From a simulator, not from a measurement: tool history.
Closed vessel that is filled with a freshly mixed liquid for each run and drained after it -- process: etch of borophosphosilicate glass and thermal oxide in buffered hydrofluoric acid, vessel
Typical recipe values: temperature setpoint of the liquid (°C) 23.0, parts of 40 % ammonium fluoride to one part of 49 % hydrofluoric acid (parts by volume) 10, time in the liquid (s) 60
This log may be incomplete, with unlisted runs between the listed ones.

run	day	temperature setpoint of the liquid (°C)	parts of 40 % ammonium fluoride to one part of 49 % hydrofluoric acid (parts by volume)	time in the liquid (s)	wafers since the last listed run	hours since the thermometer was replaced	hours since the hydrofluoric acid flow meter was replaced	hours since the gauge calibration	read-back film thickness of the borophosphosilicate glass reference wafer, read on the same gauge (nm)	read-back film thickness of the thermal oxide reference wafer, read on the same gauge (nm)	thickness taken off the borophosphosilicate glass on a monitor wafer (angstrom)	thickness taken off the thermal oxide on a monitor wafer (angstrom)
1	0.000	20.0	10	60	0	1152.5	806.3	30.3	129.96	80.00	759.3	539.2
2	0.492	20.0	10	60	1118	1164.3	818.1	42.1	129.97	80.00	773.8	537.9
3	0.975	20.0	10	60	1099	1175.9	829.7	53.7	130.02	80.01	760.7	537.3
4	1.292	23.0	10	45	720	1183.5	837.3	61.3	129.99	80.02	676.5	475.5
5	1.762	23.0	10	45	1070	1194.8	848.6	72.6	130.02	79.98	682.0	476.0
6	2.379	23.0	10	60	1402	1209.6	863.4	87.4	130.01	79.98	902.9	631.5
7	3.012	23.0	10	60	1440	1224.8	878.6	102.6	129.94	79.98	899.6	629.0
8	3.588	23.0	10	60	1307	1238.6	892.4	116.4	130.01	80.02	902.7	630.6
9	4.362	23.0	10	60	1762	1257.2	911.0	135.0	129.98	79.96	903.3	629.6
10	6.042	23.0	10	60	3819	1297.5	951.3	175.3	130.01	79.99	888.4	628.0
# day 6.154: hydrofluoric acid flow meter replaced
# day 6.546: gauge calibrated
11	6.575	23.0	10	60	1118	1310.3	10.1	0.7	129.99	80.00	899.2	627.9
# day 6.704: thermometer replaced
12	6.992	23.0	10	85	852	6.9	20.1	10.7	130.03	80.00	1417.3	994.6
13	7.462	23.0	10	60	1070	18.2	31.4	22.0	130.02	79.98	1006.2	705.2
14	7.725	23.0	10	60	597	24.5	37.7	28.3	130.00	80.03	1009.0	705.6
15	7.988	23.0	10	95	597	30.8	44.0	34.6	130.01	80.02	1579.9	1117.7
16	8.479	23.0	10	60	1118	42.6	55.8	46.4	130.03	80.03	1007.7	710.9
17	10.054	23.0	10	60	3582	80.4	93.6	84.2	129.95	80.04	1001.3	703.6
18	10.704	23.0	10	60	1478	96.0	109.2	99.8	130.06	80.02	1007.1	700.7
19	11.996	23.0	9	60	2937	127.0	140.2	130.8	129.98	80.01	1071.1	750.9
20	12.304	21.5	10	60	701	134.4	147.6	138.2	130.02	80.04	914.4	644.6
21	12.567	19.5	8	85	597	140.7	153.9	144.5	130.01	79.97	1425.2	984.4
22	12.938	20.5	7	70	843	149.6	162.8	153.4	129.98	80.00	1444.1	996.3
23	13.433	23.0	8	60	1127	161.5	174.7	165.3	129.94	80.01	1203.1	843.1

Hidden state or all else? Some run-to-run changes of thickness taken off the borophosphosilicate glass on a monitor wafer (angstrom), split into what the settings, what came in and random variation would give without the hidden state, and what is left for the hidden state (with any gauge scatter that isn't in both results):
Unlogged tool condition in this case: liquid colder than its thermometer reads (K); hydrofluoric acid flow below the setpoint (%); gauge reads high (%).
Run 5 -> 6: time in the liquid (s) 45 -> 60. thickness taken off the borophosphosilicate glass on a monitor wafer (angstrom) +220.9: hidden state -28.9, all else +249.8.
Run 11 -> 12: time in the liquid (s) 60 -> 85, thermometer replaced. thickness taken off the borophosphosilicate glass on a monitor wafer (angstrom) +518.1: hidden state +111.3, all else +406.8.
Run 14 -> 15: time in the liquid (s) 60 -> 95. thickness taken off the borophosphosilicate glass on a monitor wafer (angstrom) +570.9: hidden state -6.8, all else +577.7.
Run 15 -> 16: time in the liquid (s) 95 -> 60. thickness taken off the borophosphosilicate glass on a monitor wafer (angstrom) -572.2: hidden state +5.1, all else -577.3.

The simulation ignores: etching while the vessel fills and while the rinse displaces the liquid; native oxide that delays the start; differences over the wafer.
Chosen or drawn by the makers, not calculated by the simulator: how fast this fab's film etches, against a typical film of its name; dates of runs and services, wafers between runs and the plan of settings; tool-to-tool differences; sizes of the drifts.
